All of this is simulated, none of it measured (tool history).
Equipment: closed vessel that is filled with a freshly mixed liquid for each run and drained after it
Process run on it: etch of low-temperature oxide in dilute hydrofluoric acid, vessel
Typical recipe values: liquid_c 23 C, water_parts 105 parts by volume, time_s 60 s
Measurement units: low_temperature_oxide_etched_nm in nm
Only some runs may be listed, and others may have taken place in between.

| run | day | liquid_c | water_parts | time_s | wafers since the last listed run | hours since the thermometer was replaced | hours since the hydrofluoric acid flow meter was replaced | hours since the gauge calibration | read-back film thickness of the low-temperature oxide reference wafer, read on the same gauge (nm) | low_temperature_oxide_etched_nm |
|---|---|---|---|---|---|---|---|---|---|---|
| 1 | 0 | 21 | 105 | 60 | 0 | 2473.9 | 1690.8 | 497.6 | 110 | 11.77 |
| 2 | 1.25 | 23 | 145 | 60 | 2194 | 2503.9 | 1720.8 | 527.6 | 110 | 8.97 |
| 3 | 2.667 | 23 | 105 | 85 | 2487 | 2537.9 | 1754.8 | 561.6 | 110 | 18.18 |
| 4 | 3.454 | 23 | 105 | 85 | 1382 | 2556.8 | 1773.7 | 580.5 | 110 | 18.16 |
| 5 | 3.954 | 23 | 105 | 85 | 877 | 2568.8 | 1785.7 | 592.5 | 109.99 | 18.19 |
| 6 | 5.108 | 23 | 105 | 60 | 2026 | 2596.5 | 1813.4 | 620.2 | 109.99 | 12.89 |
| 7 | 6.438 | 23 | 105 | 60 | 2333 | 2628.4 | 1845.3 | 652.1 | 110.01 | 12.7 |
| 8 | 7.538 | 23 | 105 | 60 | 1931 | 2654.8 | 1871.7 | 678.5 | 109.99 | 12.59 |
| 9 | 8.5 | 20.5 | 80 | 60 | 1689 | 2677.9 | 1894.8 | 701.6 | 110.02 | 15.69 |
| 10 | 9.979 | 20.5 | 80 | 60 | 2596 | 2713.4 | 1930.3 | 737.1 | 110.02 | 15.54 |
| 11 | 10.612 | 20.5 | 80 | 60 | 1111 | 2728.6 | 1945.5 | 752.3 | 110.01 | 15.71 |
| 12 | 11.708 | 23 | 105 | 60 | 1923 | 2754.9 | 1971.8 | 778.6 | 110.02 | 12.51 |
| 13 | 14.708 | 23 | 105 | 60 | 5266 | 2826.9 | 2043.8 | 850.6 | 109.98 | 12.58 |
| 14 | 15.362 | 19.5 | 120 | 45 | 1148 | 2842.6 | 2059.5 | 866.3 | 109.99 | 7.07 |
| 15 | 16.25 | 23 | 135 | 45 | 1558 | 2863.9 | 2080.8 | 887.6 | 110 | 7.01 |
| 16 | 17.421 | 23 | 65 | 60 | 2055 | 2892 | 2108.9 | 915.7 | 109.99 | 21.49 |
|  | 18.608 | thermometer replaced |
| 17 | 18.7 | 20.5 | 55 | 60 | 2172 | 2.2 | 2139.6 | 946.4 | 109.99 | 23.32 |
| 18 | 19.95 | 26 | 150 | 45 | 2194 | 32.2 | 2169.6 | 976.4 | 110.01 | 6.8 |
| 19 | 20.7 | 27 | 80 | 75 | 1316 | 50.2 | 2187.6 | 994.4 | 110 | 25.03 |
| 20 | 21.367 | 23 | 125 | 90 | 1170 | 66.2 | 2203.6 | 1010.4 | 110.02 | 15.48 |
|  | 21.808 | gauge calibrated |
| 21 | 22.629 | 20 | 155 | 40 | 2216 | 96.5 | 2233.9 | 19.7 | 110.03 | 4.71 |
| 22 | 23.454 | 24.5 | 125 | 95 | 1448 | 116.3 | 2253.7 | 39.5 | 109.99 | 17.22 |
|  | 24.442 | hydrofluoric acid flow meter replaced |
| 23 | 24.779 | 26.5 | 60 | 90 | 2252 | 148.1 | 8.1 | 71.3 | 110.01 | 44.2 |
| 24 | 26.046 | 23 | 130 | 60 | 2223 | 178.5 | 38.5 | 101.7 | 109.98 | 10.87 |
| 25 | 27.246 | 23 | 130 | 60 | 2106 | 207.3 | 67.3 | 130.5 | 110 | 11.07 |
| 26 | 31.412 | 23 | 105 | 60 | 7314 | 307.3 | 167.3 | 230.5 | 110.01 | 13.82 |
| 27 | 32.108 | 24.5 | 120 | 70 | 1221 | 324 | 184 | 247.2 | 109.99 | 15.07 |
| 28 | 32.904 | 23 | 105 | 60 | 1397 | 343.1 | 203.1 | 266.3 | 109.98 | 13.73 |
| 29 | 34.4 | 23 | 105 | 40 | 2626 | 379 | 239 | 302.2 | 110.01 | 9.27 |
| 30 | 35.438 | 27 | 55 | 80 | 1821 | 403.9 | 263.9 | 327.1 | 109.98 | 43.87 |
| 31 | 36.754 | 24.5 | 150 | 80 | 2311 | 435.5 | 295.5 | 358.7 | 110 | 13.12 |
| 32 | 37.646 | 18.5 | 85 | 60 | 1565 | 456.9 | 316.9 | 380.1 | 110.02 | 14.36 |

Pick out some run-to-run changes in low_temperature_oxide_etched_nm. Of each, how much would a tool without hidden state show as well, from the settings, what came in and chance, and how much is left for the hidden state and any gauge scatter not in both results compared?
Unlogged tool condition in this case: liquid colder than its thermometer reads (K); hydrofluoric acid flow below the setpoint (%); gauge reads high (%).
Run 17 -> 18: liquid_c 20.5 -> 26, water_parts 55 -> 150, time_s 60 -> 45. low_temperature_oxide_etched_nm -16.52 nm: hidden state +1.99, all else -18.51.
Run 18 -> 19: liquid_c 26 -> 27, water_parts 150 -> 80, time_s 45 -> 75. low_temperature_oxide_etched_nm +18.23 nm: hidden state -2.43, all else +20.66.
Run 22 -> 23: liquid_c 24.5 -> 26.5, water_parts 125 -> 60, time_s 95 -> 90, hydrofluoric acid flow meter replaced. low_temperature_oxide_etched_nm +26.98 nm: hidden state +2.04, all else +24.94.
Run 23 -> 24: liquid_c 26.5 -> 23, water_parts 60 -> 130, time_s 90 -> 60. low_temperature_oxide_etched_nm -33.33 nm: hidden state +0.33, all else -33.66.
Run 29 -> 30: liquid_c 23 -> 27, water_parts 105 -> 55, time_s 40 -> 80. low_temperature_oxide_etched_nm +34.6 nm: hidden state -0.87, all else +35.47.
Run 30 -> 31: liquid_c 27 -> 24.5, water_parts 55 -> 150. low_temperature_oxide_etched_nm -30.75 nm: hidden state +0.71, all else -31.46.
